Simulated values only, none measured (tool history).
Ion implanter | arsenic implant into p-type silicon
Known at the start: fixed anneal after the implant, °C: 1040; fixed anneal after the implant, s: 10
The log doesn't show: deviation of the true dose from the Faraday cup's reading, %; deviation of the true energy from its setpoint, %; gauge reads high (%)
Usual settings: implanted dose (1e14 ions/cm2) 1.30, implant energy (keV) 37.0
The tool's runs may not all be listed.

run    hour  implanted dose (1e14 ions/cm2)  implant energy (keV)  wafers since the last listed run  hours since the last dose calibration  hours since the extraction supply was calibrated  hours since the gauge calibration  read-back reference wafer on the same gauge, sheet resistance  sheet resistance of the implanted and annealed layer (ohm/square)
  1     0.0                            1.56                  27.0                                 0                                 1374.1                                            1552.7                              134.4                                                         519.49                                                             499.85
  2    29.1                            1.30                  37.0                               630                                 1403.2                                            1581.8                              163.5                                                         518.25                                                             539.95
  3    42.7                            1.30                  37.0                               294                                 1416.8                                            1595.4                              177.1                                                         518.43                                                             539.66
  4    77.1                            1.30                  44.0                               744                                 1451.2                                            1629.8                              211.5                                                         518.46                                                             521.82
  5   108.7                            1.30                  28.5                               684                                 1482.8                                            1661.4                              243.1                                                         517.45                                                             564.53
  6   127.6                            1.30                  28.5                               409                                 1501.7                                            1680.3                              262.0                                                         516.81                                                             563.35
  7   140.8                            1.30                  37.0                               285                                 1514.9                                            1693.5                              275.2                                                         516.12                                                             534.46
  8   156.6                            1.30                  37.0                               342                                 1530.7                                            1709.3                              291.0                                                         515.71                                                             535.72
  9   188.2                            1.30                  37.0                               684                                 1562.3                                            1740.9                              322.6                                                         514.80                                                             539.16
 10   205.5                            1.30                  37.0                               374                                 1579.6                                            1758.2                              339.9                                                         515.23                                                             533.16
 11   237.8                            1.13                  37.0                               699                                 1611.9                                            1790.5                              372.2                                                         513.55                                                             587.82
 12   328.1                            1.60                  45.5                              1955                                 1702.2                                            1880.8                              462.5                                                         512.98                                                             442.65
 13   422.0                            1.60                  45.5                              2033                                 1796.1                                            1974.7                              556.4                                                         510.60                                                             444.29
 14   442.7                            1.40                  28.5                               448                                 1816.8                                            1995.4                              577.1                                                         511.52                                                             519.86
 15   475.0                            1.30                  37.0                               699                                 1849.1                                            2027.7                              609.4                                                         508.78                                                             527.88
      477.2  -- gauge calibrated
 16   565.2                            1.30                  37.0                              1952                                 1939.3                                            2117.9                               88.0                                                         519.19                                                             539.68
 17   583.8                            1.30                  37.0                               402                                 1957.9                                            2136.5                              106.6                                                         519.37                                                             543.08
 18   597.9                            1.16                  44.5                               305                                 1972.0                                            2150.6                              120.7                                                         518.17                                                             565.99
 19   622.5                            1.16                  44.5                               532                                 1996.6                                            2175.2                              145.3                                                         518.00                                                             562.90
 20   634.5                            1.30                  37.0                               259                                 2008.6                                            2187.2                              157.3                                                         518.39                                                             536.38
 21   649.0                            1.66                  27.5                               313                                 2023.1                                            2201.7                              171.8                                                         517.49                                                             479.55
 22   665.5                            1.05                  27.0                               357                                 2039.6                                            2218.2                              188.3                                                         516.95                                                             656.87
 23   688.3                            1.30                  37.0                               493                                 2062.4                                            2241.0                              211.1                                                         516.27                                                             540.58
 24   720.0                            1.13                  45.0                               686                                 2094.1                                            2272.7                              242.8                                                         516.12                                                             567.86
      740.7  -- extraction supply calibrated
 25   741.2                            1.30                  37.0                               285                                 2115.3                                               0.5                              264.0                                                         515.90                                                             535.27
 26   765.3                            1.43                  42.0                               521                                 2139.4                                              24.6                              288.1                                                         515.96                                                             490.56
 27   793.3                            1.16                  44.5                               606                                 2167.4                                              52.6                              316.1                                                         513.74                                                             555.50
      815.9  -- Faraday cup replaced and dose calibrated
 28   825.0                            1.30                  37.0                               513                                    9.1                                              84.3                              347.8                                                         514.39                                                             535.35
 29   843.5                            1.19                  50.0                               400                                   27.6                                             102.8                              366.3                                                         514.60                                                             539.33
 30   861.5                            1.30                  37.0                               389                                   45.6                                             120.8                              384.3                                                         512.77                                                             530.55
 31   875.3                            1.53                  32.0                               298                                   59.4                                             134.6                              398.1                                                         513.85                                                             485.27
 32   911.1                            1.03                  31.5                               775                                   95.2                                             170.4                              433.9                                                         511.72                                                             641.08
 33   938.5                            0.98                  37.0                               593                                  122.6                                             197.8                              461.3                                                         511.16                                                             640.99
 34   968.9                            1.30                  37.0                               658                                  153.0                                             228.2                              491.7                                                         510.29                                                             525.14
 35   991.3                            1.62                  29.5                               484                                  175.4                                             250.6                              514.1                                                         510.89                                                             471.62
 36  1010.6                            1.57                  29.0                               417                                  194.7                                             269.9                              533.4                                                         508.69                                                             486.57
 37  1038.4                            1.09                  33.0                               601                                  222.5                                             297.7                              561.2                                                         510.04                                                             612.30
 38  1058.7                            1.06                  48.5                               439                                  242.8                                             318.0                              581.5                                                         509.09                                                             576.40

Hidden state or all else? Some run-to-run changes of sheet resistance of the implanted and annealed layer (ohm/square), split into what the settings, what came in and random variation would give without the hidden state, and what is left for the hidden state (with any gauge scatter that isn't in both results):
Run 11 -> 12: implanted dose (1e14 ions/cm2) 1.13 -> 1.60, implant energy (keV) 37.0 -> 45.5. sheet resistance of the implanted and annealed layer (ohm/square) -145.17: hidden state +0.18, all else -145.35.
Run 15 -> 16: gauge calibrated. sheet resistance of the implanted and annealed layer (ohm/square) +11.80: hidden state +10.11, all else +1.69.
Run 21 -> 22: implanted dose (1e14 ions/cm2) 1.66 -> 1.05, implant energy (keV) 27.5 -> 27.0. sheet resistance of the implanted and annealed layer (ohm/square) +177.32: hidden state -1.60, all else +178.92.
Run 31 -> 32: implanted dose (1e14 ions/cm2) 1.53 -> 1.03, implant energy (keV) 32.0 -> 31.5. sheet resistance of the implanted and annealed layer (ohm/square) +155.81: hidden state -3.41, all else +159.22.
Run 36 -> 37: implanted dose (1e14 ions/cm2) 1.57 -> 1.09, implant energy (keV) 29.0 -> 33.0. sheet resistance of the implanted and annealed layer (ohm/square) +125.73: hidden state -3.41, all else +129.14.

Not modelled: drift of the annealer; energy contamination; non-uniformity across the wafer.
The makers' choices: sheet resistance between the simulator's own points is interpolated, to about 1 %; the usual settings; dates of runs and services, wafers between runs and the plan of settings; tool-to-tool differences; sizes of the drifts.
